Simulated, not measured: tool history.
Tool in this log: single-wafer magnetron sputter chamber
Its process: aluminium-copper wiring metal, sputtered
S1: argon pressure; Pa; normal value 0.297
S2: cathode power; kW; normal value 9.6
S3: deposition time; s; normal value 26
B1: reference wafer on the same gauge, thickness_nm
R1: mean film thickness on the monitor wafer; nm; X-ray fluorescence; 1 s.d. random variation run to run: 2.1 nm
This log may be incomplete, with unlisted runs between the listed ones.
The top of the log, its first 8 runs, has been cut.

run    hour     S1     S2    S3       B1       R1
  9   378.6  0.297    8.4    26  524.375  365.774
      399.8  -- sputter target and shields replaced
 10   445.2  0.297    8.4    26  523.639  382.845
      541.8  -- gauge calibrated
 11   547.6  0.297    9.6    26  523.796  428.961
 12   591.7  0.297    9.6    26  523.585  426.093
      623.5  -- magnet pack replaced
      630.5  -- capacitance manometer re-zeroed and calibrated
 13   650.5  0.297    9.6    26  523.893  424.503
 14   701.5  0.297   8.95  23.6  523.698   357.89
 15   733.2  0.297   8.95  23.6  524.179  354.398
 16   758.4  0.297    9.6    26  523.854  422.503
 17   801.8  0.297    9.6    26  524.246  416.641
      836.5  -- sputter target and shields replaced
 18   853.9  0.297   11.9    26  523.149  540.668
 19   906.2  0.297   7.85    26  524.259  354.366
 20   932.4  0.297  11.75    26  524.032  525.654
 21  1074.3  0.297    9.6    26  523.989  427.274
 22  1130.8  0.297    9.6  27.5   523.87   445.66
 23  1187.9   0.24    7.8  30.6  524.309  415.379
     1196.4  -- sputter target and shields replaced
 24    1257  0.297    9.6  21.6  523.372  358.652
 25  1302.4  0.297    9.6    26  523.797  429.248
 26  1358.4  0.297    9.6    28  524.647  457.691
 27  1388.5  0.297    9.6    26  524.151  426.831
 28  1447.2  0.297    9.6    26  524.316  424.595
 29  1482.7  0.297    9.6    29   524.49  470.334
 30  1544.1  0.352    8.4    26   524.14  356.358
 31  1568.5  0.297   11.8  30.6  523.348  608.702
 32  1598.1  0.365   7.35  23.9  524.083  282.133

Branching from run 32: 4 alternative next runs. What would each branch give?
  A  1598.5  0.384   9.6    26   ?   ?
  B  1598.5  0.222  7.75  22.7   ?   ?
  C  1598.5   0.34   8.2  24.7   ?   ?
  D  1598.5  0.206   8.3  29.8   ?   ?

run       B1       R1
  A  523.997  398.657
  B  523.997  306.368
  C  523.997  331.091
  D  523.997  434.496
Stripped of hidden state, with their random variation kept, the same runs would have yielded:
run       R1
  A  417.452
  B  320.812
  C  346.701
  D  454.981
